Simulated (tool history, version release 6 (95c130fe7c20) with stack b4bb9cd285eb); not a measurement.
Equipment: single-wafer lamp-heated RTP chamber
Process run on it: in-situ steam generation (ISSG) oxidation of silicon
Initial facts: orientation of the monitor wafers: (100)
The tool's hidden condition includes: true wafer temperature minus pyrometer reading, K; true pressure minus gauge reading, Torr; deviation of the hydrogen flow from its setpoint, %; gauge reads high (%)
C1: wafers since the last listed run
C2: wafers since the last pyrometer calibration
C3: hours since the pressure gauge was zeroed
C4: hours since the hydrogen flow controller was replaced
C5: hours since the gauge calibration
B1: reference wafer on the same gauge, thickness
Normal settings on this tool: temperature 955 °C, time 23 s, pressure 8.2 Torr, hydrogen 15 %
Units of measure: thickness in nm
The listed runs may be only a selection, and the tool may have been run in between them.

Run 1, hour 0: usual settings but pressure 8.8 Torr; C1 0; C2 7237; C3 2981.1; C4 4285; C5 3201; B1 5.011. Result: thickness 4.49 nm.
Run 2, hour 61.8: usual settings but pressure 8.8 Torr; C1 1106; C2 8344; C3 3042.9; C4 4346.8; C5 3262.8; B1 5.015. Result: thickness 4.512 nm.
Run 3, hour 121: usual settings; C1 1059; C2 9404; C3 3102.1; C4 4406; C5 3322; B1 5.01. Result: thickness 4.53 nm.
At hour 219.6: pyrometer window cleaned and pyrometer calibrated.
Run 4, hour 220.1: usual settings; C1 1631; C2 8; C3 3201.2; C4 4505.1; C5 3421.1; B1 5.011. Result: thickness 4.515 nm.
Run 5, hour 285.2: usual settings; C1 1165; C2 1174; C3 3266.3; C4 4570.2; C5 3486.2; B1 5.004. Result: thickness 4.531 nm.
At hour 393.7: hydrogen flow controller replaced.
Run 6, hour 482.2: usual settings but hydrogen 11 %; C1 3383; C2 4558; C3 3463.3; C4 88.5; C5 3683.2; B1 5.007. Result: thickness 4.234 nm.
Run 7, hour 552.6: usual settings but hydrogen 11 %; C1 1260; C2 5818; C3 3533.7; C4 158.9; C5 3753.6; B1 5.014. Result: thickness 4.26 nm.
Run 8, hour 650.7: usual settings but hydrogen 11 %; C1 1756; C2 7574; C3 3631.8; C4 257; C5 3851.7; B1 5.014. Result: thickness 4.264 nm.
Run 9, hour 748.5: usual settings but temperature 948 °C; C1 1751; C2 9325; C3 3729.6; C4 354.8; C5 3949.5; B1 5.013. Result: thickness 4.426 nm.
At hour 803.8: gauge calibrated.
At hour 807.1: pyrometer window cleaned and pyrometer calibrated.
Run 10, hour 817.8: usual settings but temperature 948 °C; C1 1097; C2 190; C3 3798.9; C4 424.1; C5 14; B1 5.012. Result: thickness 4.446 nm.
At hour 889.5: pressure gauge zeroed.
Run 11, hour 912.3: usual settings but temperature 948 °C; C1 1548; C2 1739; C3 22.8; C4 518.6; C5 108.5; B1 5.007. Result: thickness 4.431 nm.
Run 12, hour 1014.3: usual settings but time 25 s; C1 1826; C2 3565; C3 124.8; C4 620.6; C5 210.5; B1 5.004. Result: thickness 4.689 nm.
Run 13, hour 1122: usual settings but temperature 966 °C, time 16 s; C1 1928; C2 5494; C3 232.5; C4 728.3; C5 318.2; B1 5.008. Result: thickness 4.008 nm.
Run 14, hour 1211.9: usual settings but hydrogen 24 %; C1 1609; C2 7103; C3 322.4; C4 818.2; C5 408.1; B1 5.012. Result: thickness 5.04 nm.
Run 15, hour 1311.3: usual settings but temperature 941 °C, time 30 s; C1 1779; C2 8883; C3 421.8; C4 917.6; C5 507.5; B1 5.012. Result: thickness 4.885 nm.
Run 16, hour 1417: usual settings but temperature 948 °C; C1 1892; C2 10776; C3 527.5; C4 1023.3; C5 613.2; B1 5.014. Result: thickness 4.413 nm.
At hour 1465.6: pyrometer window cleaned and pyrometer calibrated.
Run 17, hour 1509.4: usual settings; C1 1511; C2 784; C3 619.9; C4 1115.7; C5 705.6; B1 5.011. Result: thickness 4.566 nm.
Run 18, hour 1607.5: usual settings; C1 1756; C2 2541; C3 718; C4 1213.8; C5 803.7; B1 5.004. Result: thickness 4.5 nm.
Run 19, hour 1671.7: usual settings but temperature 973 °C; C1 1149; C2 3690; C3 782.2; C4 1278; C5 867.9; B1 5.007. Result: thickness 4.785 nm.
Run 20, hour 1717.2: usual settings but temperature 941 °C, time 30 s; C1 814; C2 4505; C3 827.7; C4 1323.5; C5 913.4; B1 5.01. Result: thickness 4.869 nm.
Run 21, hour 1757.9: usual settings but temperature 948 °C; C1 728; C2 5234; C3 868.4; C4 1364.2; C5 954.1; B1 5.009. Result: thickness 4.426 nm.
Run 22, hour 1817.4: usual settings; C1 1065; C2 6299; C3 927.9; C4 1423.7; C5 1013.6; B1 5.012. Result: thickness 4.534 nm.
Run 23, hour 1858.6: usual settings but temperature 941 °C, time 29 s, pressure 6.9 Torr, hydrogen 11 %; C1 737; C2 7037; C3 969.1; C4 1464.9; C5 1054.8; B1 5.01. Result: thickness 4.466 nm.
Run 24, hour 1927.7: usual settings but time 27 s; C1 1237; C2 8274; C3 1038.2; C4 1534; C5 1123.9; B1 5.007. Result: thickness 4.852 nm.
Run 25, hour 2022.1: usual settings but time 16 s, pressure 6.9 Torr; C1 1690; C2 9964; C3 1132.6; C4 1628.4; C5 1218.3; B1 5.014. Result: thickness 3.859 nm.
At hour 2104.5: pyrometer window cleaned and pyrometer calibrated.
Run 26, hour 2120.5: usual settings but time 26 s, pressure 7.6 Torr, hydrogen 20 %; C1 1618; C2 286; C3 1231; C4 1726.8; C5 1316.7; B1 5.017. Result: thickness 5.095 nm.
Run 27, hour 2215.6: usual settings but temperature 944 °C, time 15 s, pressure 8.6 Torr; C1 1702; C2 1989; C3 1326.1; C4 1821.9; C5 1411.8; B1 5.014. Result: thickness 3.67 nm.
Run 28, hour 2304.2: usual settings but temperature 970 °C, hydrogen 20 %; C1 1586; C2 3575; C3 1414.7; C4 1910.5; C5 1500.4; B1 5.009. Result: thickness 5.051 nm.
Run 29, hour 2352.5: usual settings but temperature 966 °C, pressure 9.4 Torr; C1 864; C2 4440; C3 1463; C4 1958.8; C5 1548.7; B1 5.011. Result: thickness 4.654 nm.
Run 30, hour 2394.4: usual settings but pressure 7 Torr; C1 750; C2 5190; C3 1504.9; C4 2000.7; C5 1590.6; B1 5.012. Result: thickness 4.508 nm.
Run 31, hour 2458: usual settings but temperature 948 °C; C1 1138; C2 6329; C3 1568.5; C4 2064.3; C5 1654.2; B1 5.015. Result: thickness 4.442 nm.
Run 32, hour 2496.5: usual settings but time 27 s, hydrogen 25 %; C1 689; C2 7018; C3 1607; C4 2102.8; C5 1692.7; B1 5.009. Result: thickness 5.442 nm.

For each entry between runs, how does the tool's hidden state at the last listed run before it compare with that at the first listed run after it?
From run 3 to run 4: pyrometer window cleaned and pyrometer calibrated (hour 219.6)
  both runs share identical hidden conditions
From run 5 to run 6: hydrogen flow controller replaced (hour 393.7)
  both runs share identical hidden conditions
From run 9 to run 10: gauge calibrated (hour 803.8); pyrometer window cleaned and pyrometer calibrated (hour 807.1)
  both runs share identical hidden conditions
From run 10 to run 11: pressure gauge zeroed (hour 889.5)
  both runs share identical hidden conditions
From run 16 to run 17: pyrometer window cleaned and pyrometer calibrated (hour 1465.6)
  both runs share identical hidden conditions
From run 25 to run 26: pyrometer window cleaned and pyrometer calibrated (hour 2104.5)
  both runs share identical hidden conditions

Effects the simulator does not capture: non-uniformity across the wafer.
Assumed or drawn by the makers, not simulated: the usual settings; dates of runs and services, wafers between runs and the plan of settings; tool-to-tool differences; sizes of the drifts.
